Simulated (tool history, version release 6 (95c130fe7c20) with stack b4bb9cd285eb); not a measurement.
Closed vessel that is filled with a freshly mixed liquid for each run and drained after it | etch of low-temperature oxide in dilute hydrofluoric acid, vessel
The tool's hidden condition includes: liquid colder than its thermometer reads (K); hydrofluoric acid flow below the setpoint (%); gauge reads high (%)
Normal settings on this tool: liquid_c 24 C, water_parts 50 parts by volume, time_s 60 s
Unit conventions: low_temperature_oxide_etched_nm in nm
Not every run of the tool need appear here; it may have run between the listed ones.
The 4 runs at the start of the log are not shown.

| run | hour | liquid_c | water_parts | time_s | wafers since the last listed run | hours since the thermometer was replaced | hours since the hydrofluoric acid flow meter was replaced | hours since the gauge calibration | read-back film thickness of the low-temperature oxide reference wafer, read on the same gauge (nm) | low_temperature_oxide_etched_nm |
|---|---|---|---|---|---|---|---|---|---|---|
| 5 | 343.5 | 24 | 55 | 35 | 2651 | 1673.6 | 570.9 | 1611.5 | 30.02 | 18.74 |
| 6 | 406.5 | 24 | 60 | 60 | 5302 | 1736.6 | 633.9 | 1674.5 | 29.97 | 29.05 |
| 7 | 453.8 | 24 | 60 | 60 | 3980 | 1783.9 | 681.2 | 1721.8 | 29.98 | 29 |
|  | 477.2 | gauge calibrated |
| 8 | 482.2 | 24 | 60 | 60 | 2390 | 1812.3 | 709.6 | 5 | 30 | 28.94 |
| 9 | 526.1 | 25.5 | 50 | 60 | 3694 | 1856.2 | 753.5 | 48.9 | 29.97 | 37.55 |
| 10 | 581.2 | 25.5 | 50 | 60 | 4637 | 1911.3 | 808.6 | 104 | 29.98 | 37.59 |
| 11 | 652.2 | 24 | 50 | 60 | 5975 | 1982.3 | 879.6 | 175 | 30 | 35.88 |
| 12 | 689.8 | 24 | 50 | 60 | 3164 | 2019.9 | 917.2 | 212.6 | 29.97 | 35.2 |
| 13 | 749.4 | 24 | 50 | 60 | 5016 | 2079.5 | 976.8 | 272.2 | 29.96 | 35.76 |
| 14 | 773.5 | 24 | 50 | 60 | 2028 | 2103.6 | 1000.9 | 296.3 | 30.04 | 35.57 |
| 15 | 970.6 | 24 | 50 | 60 | 16588 | 2300.7 | 1198 | 493.4 | 29.99 | 35.15 |
| 16 | 1007.4 | 25.5 | 65 | 85 | 3097 | 2337.5 | 1234.8 | 530.2 | 30.01 | 39.01 |
|  | 1064.9 | hydrofluoric acid flow meter replaced |
|  | 1067.6 | thermometer replaced |
| 17 | 1078 | 24 | 55 | 35 | 5773 | 10.4 | 13.1 | 600.8 | 29.98 | 19.18 |
| 18 | 1142.6 | 24 | 45 | 60 | 5437 | 75 | 77.7 | 665.4 | 29.97 | 41.12 |
| 19 | 1191.3 | 27.5 | 40 | 45 | 4098 | 123.7 | 126.4 | 714.1 | 29.98 | 40.96 |
| 20 | 1219.7 | 24 | 50 | 60 | 2390 | 152.1 | 154.8 | 742.5 | 30 | 37.2 |
| 21 | 1250.9 | 24 | 50 | 60 | 2625 | 183.3 | 186 | 773.7 | 30.01 | 36.93 |
| 22 | 1310.4 | 24 | 60 | 85 | 5007 | 242.8 | 245.5 | 833.2 | 30.02 | 42.44 |
| 23 | 1434.8 | 20.5 | 30 | 95 | 10470 | 367.2 | 369.9 | 957.6 | 30.01 | 84.51 |
| 24 | 1462.3 | 22 | 50 | 40 | 2314 | 394.7 | 397.4 | 985.1 | 30.03 | 22.5 |
| 25 | 1488.9 | 26 | 50 | 80 | 2238 | 421.3 | 424 | 1011.7 | 30.02 | 52.55 |
| 26 | 1560.3 | 24 | 50 | 60 | 6009 | 492.7 | 495.4 | 1083.1 | 30.05 | 37.08 |
| 27 | 1611.7 | 27 | 50 | 40 | 4326 | 544.1 | 546.8 | 1134.5 | 29.98 | 26.65 |

Run 28 comes next. What will it give?
| 28 | 1636.3 | 21 | 40 | 75 | 2070 | 568.7 | 571.4 | 1159.1 | ? | ? |

read-back film thickness of the low-temperature oxide reference wafer, read on the same gauge (nm): 29.99
low_temperature_oxide_etched_nm: 50.17 nm
With no hidden state in the tool, this same run would have given low_temperature_oxide_etched_nm 51.55 nm.
